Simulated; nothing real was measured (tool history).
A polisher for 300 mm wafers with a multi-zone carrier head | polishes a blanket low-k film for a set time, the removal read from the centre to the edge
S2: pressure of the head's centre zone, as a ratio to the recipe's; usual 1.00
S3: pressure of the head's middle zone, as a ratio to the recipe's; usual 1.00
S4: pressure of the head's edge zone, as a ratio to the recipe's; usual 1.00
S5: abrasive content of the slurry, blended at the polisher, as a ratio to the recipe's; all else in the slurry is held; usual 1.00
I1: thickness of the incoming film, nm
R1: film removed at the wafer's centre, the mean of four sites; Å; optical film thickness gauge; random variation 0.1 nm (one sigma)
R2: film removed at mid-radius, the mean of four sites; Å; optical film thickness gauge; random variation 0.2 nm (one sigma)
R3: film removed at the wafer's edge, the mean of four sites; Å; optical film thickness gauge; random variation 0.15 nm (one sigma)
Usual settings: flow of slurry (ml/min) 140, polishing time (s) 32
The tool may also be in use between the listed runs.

Run 1, hour 0.0: usual settings; I1 473.8. Result: R1 126 Å, R2 135 Å, R3 134 Å.
Run 2, hour 64.7: usual settings but S4 0.93; I1 478.8. Result: R1 124 Å, R2 136 Å, R3 133 Å.
Run 3, hour 121.4: usual settings but S4 0.93; I1 475.1. Result: R1 122 Å, R2 131 Å, R3 130 Å.
Run 4, hour 168.1: usual settings; I1 487.3. Result: R1 119 Å, R2 129 Å, R3 131 Å.
Run 5, hour 225.7: usual settings; I1 487.1. Result: R1 115 Å, R2 127 Å, R3 128 Å.
Run 6, hour 256.3: usual settings but flow of slurry (ml/min) 110, S2 1.09, S5 0.85; I1 476.3. Result: R1 109 Å, R2 110 Å, R3 113 Å.
At hour 294.7: carrier head's membrane replaced by a new one.
At hour 297.4: slurry nozzle cleaned.
At hour 300.8: worn pad replaced by a new one.
Run 7, hour 311.6: usual settings but S4 1.06; I1 480.3. Result: R1 125 Å, R2 137 Å, R3 140 Å.
At hour 334.9: centre zone pressure recalibrated.
Run 8, hour 361.8: usual settings but flow of slurry (ml/min) 165, S4 0.94, polishing time (s) 42; I1 478.3. Result: R1 180 Å, R2 183 Å, R3 177 Å.
Run 9, hour 404.9: usual settings; I1 488.9. Result: R1 131 Å, R2 135 Å, R3 134 Å.
Run 10, hour 437.8: usual settings; I1 475.8. Result: R1 129 Å, R2 133 Å, R3 133 Å.
Run 11, hour 487.6: usual settings but S4 1.06; I1 479.2. Result: R1 126 Å, R2 133 Å, R3 138 Å.
At hour 528.6: edge zone pressure recalibrated.
Run 12, hour 551.2: usual settings; I1 478.8. Result: R1 123 Å, R2 125 Å, R3 126 Å.
Run 13, hour 634.2: usual settings but flow of slurry (ml/min) 185, S2 1.12, polishing time (s) 42; I1 479.7. Result: R1 182 Å, R2 170 Å, R3 166 Å.
At hour 639.3: worn pad replaced by a new one.
Run 14, hour 692.7: usual settings but S5 1.10; I1 474.7. Result: R1 132 Å, R2 139 Å, R3 141 Å.
Run 15, hour 731.7: usual settings but flow of slurry (ml/min) 170, S5 1.15; I1 483.4. Result: R1 138 Å, R2 147 Å, R3 144 Å.
Run 16, hour 796.0: usual settings; I1 473.8. Result: R1 124 Å, R2 132 Å, R3 133 Å.
Run 17, hour 859.9: usual settings but S2 1.05, S5 0.75; I1 479.9. Result: R1 115 Å, R2 119 Å, R3 119 Å.
Run 18, hour 895.9: usual settings but S2 1.03, polishing time (s) 38; I1 484.3. Result: R1 144 Å, R2 151 Å, R3 154 Å.
Run 19, hour 923.7: usual settings but S4 1.10; I1 487.2. Result: R1 117 Å, R2 122 Å, R3 133 Å.
At hour 946.9: worn pad replaced by a new one.
Run 20, hour 957.2: usual settings but flow of slurry (ml/min) 155, polishing time (s) 41; I1 474.0. Result: R1 165 Å, R2 174 Å, R3 176 Å.
Run 21, hour 1012.8: usual settings but S2 1.07, S3 0.93, S4 1.10; I1 488.4. Result: R1 133 Å, R2 128 Å, R3 140 Å.

Forecast each of these 5 alternatives for the next run:
Run A, hour 1013.2: usual settings; I1 485.8. Result: R1 ?, R2 ?, R3 ?.
Run B, hour 1013.2: usual settings but S2 0.92, S3 0.95, S5 1.30, polishing time (s) 35; I1 485.8. Result: R1 ?, R2 ?, R3 ?.
Run C, hour 1013.2: usual settings but S2 0.96, S3 0.96, S5 1.25; I1 485.8. Result: R1 ?, R2 ?, R3 ?.
Run D, hour 1013.2: usual settings but flow of slurry (ml/min) 120, S3 0.90, S5 0.90; I1 485.8. Result: R1 ?, R2 ?, R3 ?.
Run E, hour 1013.2: usual settings but S3 0.89, S5 1.25; I1 485.8. Result: R1 ?, R2 ?, R3 ?.

run   R1   R2   R3
  A  123  133  135
  B  134  152  160
  C  127  138  145
  D  114  115  127
  E  132  131  145
Without the tool's hidden state the same runs would have given:
run   R1   R2   R3
  A  134  135  137
  B  146  154  163
  C  138  140  147
  D  124  116  129
  E  144  133  147
